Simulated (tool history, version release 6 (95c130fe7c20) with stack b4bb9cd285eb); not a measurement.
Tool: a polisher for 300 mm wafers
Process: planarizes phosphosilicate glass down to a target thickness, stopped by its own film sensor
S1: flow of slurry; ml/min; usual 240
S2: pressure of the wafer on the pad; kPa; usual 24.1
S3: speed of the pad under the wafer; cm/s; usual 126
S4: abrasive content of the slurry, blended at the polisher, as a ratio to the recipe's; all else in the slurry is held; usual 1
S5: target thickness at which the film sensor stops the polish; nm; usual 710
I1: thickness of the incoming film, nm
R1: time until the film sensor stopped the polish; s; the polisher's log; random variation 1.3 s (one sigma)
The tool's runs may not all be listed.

run 1 day=0 | S1=240 S2=29.6 S3=126 S4=1 S5=710 | I1=1538.8 | R1=68.5
-- day=0.429 head pressure recalibrated
run 2 day=1.1 | S1=240 S2=29.6 S3=126 S4=1 S5=710 | I1=1553.4 | R1=69.7
run 3 day=2.804 | S1=240 S2=24.1 S3=126 S4=1 S5=710 | I1=1549.3 | R1=86.6
-- day=6.158 slurry nozzle cleaned
-- day=6.896 worn pad replaced by a new one
run 4 day=7.7 | S1=240 S2=24.1 S3=126 S4=1 S5=710 | I1=1554.5 | R1=81.6
-- day=9.171 slurry blender recalibrated
run 5 day=9.362 | S1=240 S2=24.1 S3=126 S4=1 S5=710 | I1=1554.3 | R1=82.8
-- day=11.225 conditioning disc replaced and pad reconditioned
run 6 day=15.875 | S1=240 S2=29 S3=126 S4=1 S5=510 | I1=1553.1 | R1=88.5
run 7 day=17.567 | S1=240 S2=29 S3=126 S4=1 S5=510 | I1=1558.9 | R1=93.7
run 8 day=18.983 | S1=240 S2=24.1 S3=98 S4=1 S5=710 | I1=1566.8 | R1=108.5
run 9 day=20.925 | S1=240 S2=24.1 S3=126 S4=1 S5=710 | I1=1556 | R1=94.1
-- day=22.583 worn pad replaced by a new one
run 10 day=23.783 | S1=240 S2=24.1 S3=112 S4=1 S5=904 | I1=1549 | R1=70.1
-- day=24.183 slurry blender recalibrated
run 11 day=26.067 | S1=240 S2=24.1 S3=88 S4=1 S5=710 | I1=1540.4 | R1=103.7
-- day=26.646 conditioning disc replaced and pad reconditioned
run 12 day=27.796 | S1=240 S2=21.4 S3=126 S4=1 S5=710 | I1=1559.6 | R1=93.2
run 13 day=29.4 | S1=280 S2=24.1 S3=126 S4=1 S5=536 | I1=1548.9 | R1=100.2
run 14 day=31.117 | S1=210 S2=19.3 S3=126 S4=1 S5=710 | I1=1540.6 | R1=106.6
-- day=33.554 slurry nozzle cleaned
run 15 day=34.042 | S1=305 S2=24.1 S3=126 S4=1 S5=710 | I1=1535.5 | R1=86.2
run 16 day=35.488 | S1=240 S2=24.1 S3=126 S4=1 S5=710 | I1=1550 | R1=93.3
-- day=36.567 slurry blender recalibrated
run 17 day=36.908 | S1=240 S2=15.9 S3=126 S4=0.9 S5=710 | I1=1537.6 | R1=151.5
-- day=37.896 worn pad replaced by a new one
-- day=38.025 head pressure recalibrated
run 18 day=38.604 | S1=240 S2=24.1 S3=126 S4=1 S5=710 | I1=1543 | R1=81.9
run 19 day=40.825 | S1=240 S2=26.2 S3=126 S4=1.2 S5=710 | I1=1539.4 | R1=68.5
-- day=43.167 conditioning disc replaced and pad reconditioned
run 20 day=43.642 | S1=195 S2=16.5 S3=126 S4=1.2 S5=814 | I1=1549.9 | R1=102
run 21 day=44.975 | S1=240 S2=24.1 S3=126 S4=1 S5=710 | I1=1531.7 | R1=82.9
run 22 day=47.433 | S1=240 S2=24.1 S3=126 S4=1 S5=710 | I1=1534 | R1=86.4
run 23 day=48.738 | S1=275 S2=20 S3=126 S4=1 S5=559 | I1=1554.1 | R1=127.5
-- day=52.175 slurry blender recalibrated
run 24 day=53.221 | S1=240 S2=24.1 S3=144 S4=1 S5=542 | I1=1558.1 | R1=107.8

Forecast each of these 5 alternatives for the next run:
run A day=53.238 | S1=240 S2=24.1 S3=126 S4=1 S5=710 | I1=1533.6 | R1=?
run B day=53.238 | S1=160 S2=21.4 S3=126 S4=1 S5=710 | I1=1533.6 | R1=?
run C day=53.238 | S1=190 S2=24.1 S3=162 S4=1 S5=584 | I1=1533.6 | R1=?
run D day=53.238 | S1=240 S2=24.1 S3=126 S4=1 S5=557 | I1=1533.6 | R1=?
run E day=53.238 | S1=280 S2=29 S3=160 S4=1 S5=710 | I1=1533.6 | R1=?

run=A R1=96.9
run=B R1=112.8
run=C R1=96.2
run=D R1=114.9
run=E R1=68.2
Without the tool's hidden state the same runs would have given:
run=A R1=81.1
run=B R1=94.4
run=C R1=80.6
run=D R1=96.2
run=E R1=57.1
